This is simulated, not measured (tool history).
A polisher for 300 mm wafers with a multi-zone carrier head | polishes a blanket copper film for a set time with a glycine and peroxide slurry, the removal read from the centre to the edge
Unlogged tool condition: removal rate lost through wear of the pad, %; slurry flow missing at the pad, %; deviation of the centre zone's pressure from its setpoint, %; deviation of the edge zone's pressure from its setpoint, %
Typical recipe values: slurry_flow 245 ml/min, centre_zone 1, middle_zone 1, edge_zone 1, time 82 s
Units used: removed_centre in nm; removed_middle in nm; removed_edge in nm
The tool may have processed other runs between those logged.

run,hour,slurry_flow,centre_zone,middle_zone,edge_zone,time,wafers since the last listed run,wafers polished on this pad,hours since the slurry nozzle was cleaned,hours since the centre zone pressure was calibrated,hours since the edge zone pressure was calibrated,hours since the carrier head's membrane was replaced,"incoming thickness of the incoming film, nm",removed_centre,removed_middle,removed_edge
1,0,245,1,1,1,82,0,290,778.4,1050.8,1101.4,1541,1685.6,375.2,427.5,428.3
2,16.5,245,1,1,1,82,202,492,794.9,1067.3,1117.9,1557.5,1697.7,371.2,427.8,433.3
3,24.1,245,1,1,1,82,93,585,802.5,1074.9,1125.5,1565.1,1707.2,375.2,423.5,432.1
4,35.1,245,1,1,1,82,134,720,813.5,1085.9,1136.5,1576.1,1669.9,377.9,428,445.3
# hour 37: slurry nozzle cleaned
5,50.5,245,1,1,1,82,176,897,13.5,1101.3,1151.9,1591.5,1685.3,374.8,429,439.4
6,66.1,245,1,1,1,82,191,1088,29.1,1116.9,1167.5,1607.1,1687,368.6,425.7,444
# hour 70.2: worn pad replaced by a new one
7,81,220,1,1.05,0.93,82,133,132,44,1131.8,1182.4,1622,1711.2,370.9,433.3,408.8
# hour 92.7: edge zone pressure recalibrated
8,125.9,245,1,0.95,1,74,526,658,88.9,1176.7,33.2,1666.9,1686.2,332.4,368.5,389.5
# hour 132.3: centre zone pressure recalibrated
9,142.2,210,1.06,1,1,82,175,833,105.2,9.9,49.5,1683.2,1691.9,438,421.6,418.4
10,157,245,1,1,1,82,181,1015,120,24.7,64.3,1698,1690.3,419.4,430.1,438.2
# hour 162.1: worn pad replaced by a new one
# hour 171.8: carrier head's membrane replaced by a new one
11,172.4,180,1.07,1,1,64,78,65,135.4,40.1,79.7,0.6,1689.2,332.9,313.4,323.4
12,180.1,245,1,1,0.93,82,94,160,143.1,47.8,87.4,8.3,1684.9,415.5,427.4,424.4
13,186.7,190,0.9,1,1,82,80,240,149.7,54.4,94,14.9,1675.8,359.6,414.2,412.9
14,199.2,175,1,0.9,1,59,153,394,162.2,66.9,106.5,27.4,1694.1,282.3,270.7,303.9
15,205.4,285,1,1,1,82,76,470,168.4,73.1,112.7,33.6,1683.2,426.3,439.1,431.6
16,217.3,245,1,0.94,1,82,145,616,180.3,85,124.6,45.5,1676.6,414.8,397.7,440.6
17,231.4,245,1.12,1.05,1,82,172,789,194.4,99.1,138.7,59.6,1697.2,463.9,443.5,431.2
# hour 248.8: worn pad replaced by a new one
18,249.3,245,1,1,1,82,170,6,212.3,117,156.6,77.5,1686.5,420.8,429.4,437
19,260.3,245,1,1,1,82,134,141,223.3,128,167.6,88.5,1680.7,412.4,427.8,439.2
20,277,245,1,1,1,82,204,345,240,144.7,184.3,105.2,1709.2,419.9,423.9,439.9
21,285.3,225,1.08,0.92,1,69,101,447,248.3,153,192.6,113.5,1703.7,373.6,325.8,374.2

Forecast each of these 5 alternatives for the next run:
A,285.7,245,1,1,1,82,4,452,248.7,153.4,193,113.9,1708.7,?,?,?
B,285.7,245,1,1.07,0.97,57,4,452,248.7,153.4,193,113.9,1708.7,?,?,?
C,285.7,245,0.97,1,1,82,4,452,248.7,153.4,193,113.9,1708.7,?,?,?
D,285.7,195,0.92,1,0.96,68,4,452,248.7,153.4,193,113.9,1708.7,?,?,?
E,285.7,245,1,1.07,1.04,82,4,452,248.7,153.4,193,113.9,1708.7,?,?,?

run,removed_centre,removed_middle,removed_edge
A,410.3,432,432.2
B,285.3,318.1,295.8
C,397.9,432.1,432.2
D,302.1,347.4,343.3
E,410.5,457.5,440.1
With no hidden state in the tool, these same runs would have given:
run,removed_centre,removed_middle,removed_edge
A,411.1,432,432.2
B,285.9,318,295.8
C,398.6,432.1,432.2
D,302.7,347.4,343.3
E,411.3,457.5,440.1

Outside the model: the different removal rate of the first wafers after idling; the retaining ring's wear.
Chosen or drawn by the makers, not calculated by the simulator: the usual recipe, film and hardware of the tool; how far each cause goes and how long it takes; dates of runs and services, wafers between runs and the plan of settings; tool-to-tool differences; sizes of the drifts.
